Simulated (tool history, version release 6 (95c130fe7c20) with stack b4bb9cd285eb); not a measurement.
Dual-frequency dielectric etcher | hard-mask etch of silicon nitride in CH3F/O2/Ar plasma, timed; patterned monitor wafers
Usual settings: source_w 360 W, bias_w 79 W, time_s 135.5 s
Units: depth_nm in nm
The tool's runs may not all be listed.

run,hour,source_w,bias_w,time_s,"read-back reference wafer on the same gauge, depth_nm",depth_nm
1,0,360,79,135.5,88,101.3
2,60.8,360,79,135.5,88,100.9
3,106,360,79,135.5,88,101
4,165.1,360,79,135.5,88,101.2
5,236.4,390,90,135.5,88,108.4
6,304.7,360,79,135.5,88,101.8
7,346,360,79,135.5,88,101.7
8,416.2,360,79,135.5,88.1,100.9
9,477.8,300,79,149.5,88,105.3
10,514.9,390,68,135.5,88,99.6
11,549,360,79,135.5,88,101.3
12,584.9,270,94,148,88.1,106.7
13,615.3,380,79,98,88,74.3
14,830.8,420,94,135.5,87.9,112.4

Not shown: 5 entries that the log had between the listed runs. Between which runs, and how does the tool's hidden state differ before and after?
Between runs 5 and 6: gauge calibrated (hour 262.7); upper electrode replaced (hour 304.2)
  etch rate over this chamber's usual, %: 0.649 -> 0.766
  measured less the result without the state, depth_nm: +0.7 -> +0.8 nm
Between runs 6 and 7: bias power generator calibrated (hour 341.5)
  etch rate over this chamber's usual, %: 0.766 -> 0.837
  measured less the result without the state, depth_nm: +0.8 -> +0.8 nm
Between runs 7 and 8: wet clean of the chamber (hour 384.2)
  etch rate over this chamber's usual, %: 0.837 -> 0.143
  measured less the result without the state, depth_nm: +0.8 -> +0.1 nm
Between runs 8 and 9: source power generator calibrated (hour 474.3)
  etch rate over this chamber's usual, %: 0.143 -> 0.248
  measured less the result without the state, depth_nm: +0.1 -> +0.3 nm
